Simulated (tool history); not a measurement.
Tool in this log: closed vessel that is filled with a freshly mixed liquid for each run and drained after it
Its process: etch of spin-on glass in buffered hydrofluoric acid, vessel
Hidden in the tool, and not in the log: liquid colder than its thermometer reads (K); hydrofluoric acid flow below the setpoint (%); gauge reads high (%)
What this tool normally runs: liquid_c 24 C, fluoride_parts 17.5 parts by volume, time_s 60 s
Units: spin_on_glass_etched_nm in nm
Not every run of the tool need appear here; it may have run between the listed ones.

run,day,liquid_c,fluoride_parts,time_s,wafers since the last listed run,hours since the thermometer was replaced,hours since the hydrofluoric acid flow meter was replaced,hours since the gauge calibration,"read-back film thickness of the spin-on glass reference wafer, read on the same gauge (nm)",spin_on_glass_etched_nm
1,0,24,17.5,60,0,1095.8,648.3,1171.5,130,112.55
2,4.058,24,17.5,60,13789,1193.2,745.7,1268.9,130.03,110.37
3,6.821,24,17.5,60,9386,1259.5,812,1335.2,130,109.86
4,9.946,24,17.5,60,10618,1334.5,887,1410.2,130.01,111.61
5,13.096,24,17.5,60,10703,1410.1,962.6,1485.8,130.01,107.8
6,16.667,24,17.5,60,12133,1495.8,1048.3,1571.5,129.99,109.54
7,18.533,24,17.5,60,6342,1540.6,1093.1,1616.3,130.02,107.78
8,21.925,24,17.5,70,11524,1622,1174.5,1697.7,129.98,126.34
# day 24.962: gauge calibrated
9,26.446,24,17.5,60,15360,1730.5,1283,35.6,129.99,106.29
10,28.55,24,17.5,60,7149,1781,1333.5,86.1,130.01,104.41
11,31.304,24,17.5,60,9358,1847.1,1399.6,152.2,129.99,103.89
# day 33.796: hydrofluoric acid flow meter replaced
12,34.008,24,17.5,60,9046,1912,5.1,217.1,130.02,110.85
13,35.888,24,17.5,60,6385,1957.1,50.2,262.2,130,109.55
14,38.296,29,13.5,60,8183,2014.9,108,320,129.96,185.97
# day 39.142: thermometer replaced
15,41.596,24,17.5,60,11071,58.9,187.2,399.2,130,118.53
16,43.704,24,17.5,60,7163,109.5,237.8,449.8,130.02,116.93
17,47.121,21,20,90,11609,191.5,319.8,531.8,129.99,130.16
18,50.096,25.5,23,35,10108,262.9,391.2,603.2,129.99,58.68
19,51.75,24,17.5,60,5620,302.6,430.9,642.9,130.03,114.69
20,53.638,24,17.5,60,6413,347.9,476.2,688.2,129.95,113.95
21,56.725,25.5,23,60,10490,422,550.3,762.3,130.02,99.78
22,58.783,19,21.5,60,6993,471.4,599.7,811.7,130.01,72.43
23,60.696,24,17.5,60,6498,517.3,645.6,857.6,129.99,113.71
24,64.558,27.5,20.5,60,13124,610,738.3,950.3,130.01,118.72
25,66.146,28.5,17.5,60,5394,648.1,776.4,988.4,129.98,140.96
26,70.188,24,17.5,60,13732,745.1,873.4,1085.4,129.99,110.99
27,72.483,19.5,17.5,95,7800,800.2,928.5,1140.5,130.02,135.86

Below are 5 alternative next runs, each starting from the tool's condition after run 27. Predict each:
A,72.512,24,17.5,60,99,800.9,929.2,1141.2,?,?
B,72.512,20,17.5,60,99,800.9,929.2,1141.2,?,?
C,72.512,27.5,17.5,60,99,800.9,929.2,1141.2,?,?
D,72.512,28,21,90,99,800.9,929.2,1141.2,?,?
E,72.512,21.5,17.5,90,99,800.9,929.2,1141.2,?,?

run,"read-back film thickness of the spin-on glass reference wafer, read on the same gauge (nm)",spin_on_glass_etched_nm
A,129.95,110.6
B,129.95,88.5
C,129.95,133.79
D,129.95,177.4
E,129.95,144.42
Take away the tool's hidden state, keep each run's random variation, and the runs would have read:
run,spin_on_glass_etched_nm
A,121.77
B,97.57
C,147.14
D,192.24
E,159.14
